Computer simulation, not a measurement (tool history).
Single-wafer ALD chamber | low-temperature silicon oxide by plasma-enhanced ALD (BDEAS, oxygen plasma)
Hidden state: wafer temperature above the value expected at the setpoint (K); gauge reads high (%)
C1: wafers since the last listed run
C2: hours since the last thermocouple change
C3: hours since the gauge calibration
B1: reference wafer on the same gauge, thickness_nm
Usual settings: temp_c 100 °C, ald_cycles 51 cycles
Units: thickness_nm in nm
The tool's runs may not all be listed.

run 1 hour=0.0 | temp_c=100 ald_cycles=51 | C1=0 C2=150.6 C3=1155.0 | B1=7.868 | thickness_nm=7.012
run 2 hour=43.4 | temp_c=100 ald_cycles=51 | C1=205 C2=194.0 C3=1198.4 | B1=7.868 | thickness_nm=7.072
run 3 hour=134.6 | temp_c=100 ald_cycles=51 | C1=431 C2=285.2 C3=1289.6 | B1=7.870 | thickness_nm=7.057
run 4 hour=177.1 | temp_c=100 ald_cycles=58 | C1=201 C2=327.7 C3=1332.1 | B1=7.867 | thickness_nm=8.034
run 5 hour=230.9 | temp_c=100 ald_cycles=58 | C1=254 C2=381.5 C3=1385.9 | B1=7.869 | thickness_nm=7.990
run 6 hour=319.7 | temp_c=100 ald_cycles=51 | C1=420 C2=470.3 C3=1474.7 | B1=7.871 | thickness_nm=7.084
run 7 hour=376.3 | temp_c=100 ald_cycles=51 | C1=268 C2=526.9 C3=1531.3 | B1=7.874 | thickness_nm=7.095
run 8 hour=433.0 | temp_c=100 ald_cycles=51 | C1=268 C2=583.6 C3=1588.0 | B1=7.875 | thickness_nm=7.153
run 9 hour=499.3 | temp_c=100 ald_cycles=51 | C1=313 C2=649.9 C3=1654.3 | B1=7.868 | thickness_nm=7.104
run 10 hour=573.7 | temp_c=100 ald_cycles=51 | C1=352 C2=724.3 C3=1728.7 | B1=7.871 | thickness_nm=7.111
run 11 hour=701.9 | temp_c=100 ald_cycles=51 | C1=607 C2=852.5 C3=1856.9 | B1=7.871 | thickness_nm=7.150
-- hour=828.7 thermocouple changed; heater temperature recalibrated
run 12 hour=1001.5 | temp_c=100 ald_cycles=51 | C1=1380 C2=172.8 C3=2156.5 | B1=7.868 | thickness_nm=7.069
-- hour=1088.7 gauge calibrated
run 13 hour=1095.0 | temp_c=106 ald_cycles=51 | C1=442 C2=266.3 C3=6.3 | B1=7.873 | thickness_nm=6.988
run 14 hour=1134.7 | temp_c=90 ald_cycles=42 | C1=187 C2=306.0 C3=46.0 | B1=7.864 | thickness_nm=6.025
run 15 hour=1222.5 | temp_c=100 ald_cycles=51 | C1=415 C2=393.8 C3=133.8 | B1=7.871 | thickness_nm=7.037
run 16 hour=1275.9 | temp_c=90 ald_cycles=59 | C1=252 C2=447.2 C3=187.2 | B1=7.867 | thickness_nm=8.530
run 17 hour=1312.0 | temp_c=86 ald_cycles=41 | C1=170 C2=483.3 C3=223.3 | B1=7.868 | thickness_nm=5.965
run 18 hour=1358.0 | temp_c=91 ald_cycles=42 | C1=217 C2=529.3 C3=269.3 | B1=7.869 | thickness_nm=6.048
run 19 hour=1409.5 | temp_c=100 ald_cycles=51 | C1=243 C2=580.8 C3=320.8 | B1=7.869 | thickness_nm=7.088
run 20 hour=1484.9 | temp_c=86 ald_cycles=55 | C1=357 C2=656.2 C3=396.2 | B1=7.873 | thickness_nm=8.117
run 21 hour=1572.8 | temp_c=96 ald_cycles=51 | C1=416 C2=744.1 C3=484.1 | B1=7.864 | thickness_nm=7.264
run 22 hour=1623.0 | temp_c=115 ald_cycles=54 | C1=237 C2=794.3 C3=534.3 | B1=7.860 | thickness_nm=7.242
run 23 hour=1726.9 | temp_c=100 ald_cycles=51 | C1=492 C2=898.2 C3=638.2 | B1=7.876 | thickness_nm=7.148
run 24 hour=1816.3 | temp_c=100 ald_cycles=45 | C1=423 C2=987.6 C3=727.6 | B1=7.873 | thickness_nm=6.286
run 25 hour=1855.3 | temp_c=100 ald_cycles=51 | C1=184 C2=1026.6 C3=766.6 | B1=7.881 | thickness_nm=7.112

3 ways to go on from here, each from the tool as it stands after run 25. What would each give?
run A hour=1855.8 | temp_c=100 ald_cycles=51 | C1=2 C2=1027.1 C3=767.1 | B1=? | thickness_nm=?
run B hour=1855.8 | temp_c=95 ald_cycles=41 | C1=2 C2=1027.1 C3=767.1 | B1=? | thickness_nm=?
run C hour=1855.8 | temp_c=100 ald_cycles=59 | C1=2 C2=1027.1 C3=767.1 | B1=? | thickness_nm=?

run=A B1=7.868 thickness_nm=7.198
run=B B1=7.868 thickness_nm=5.893
run=C B1=7.868 thickness_nm=8.327
Without the tool's hidden state the same runs would have given:
run=A thickness_nm=7.060
run=B thickness_nm=5.782
run=C thickness_nm=8.167
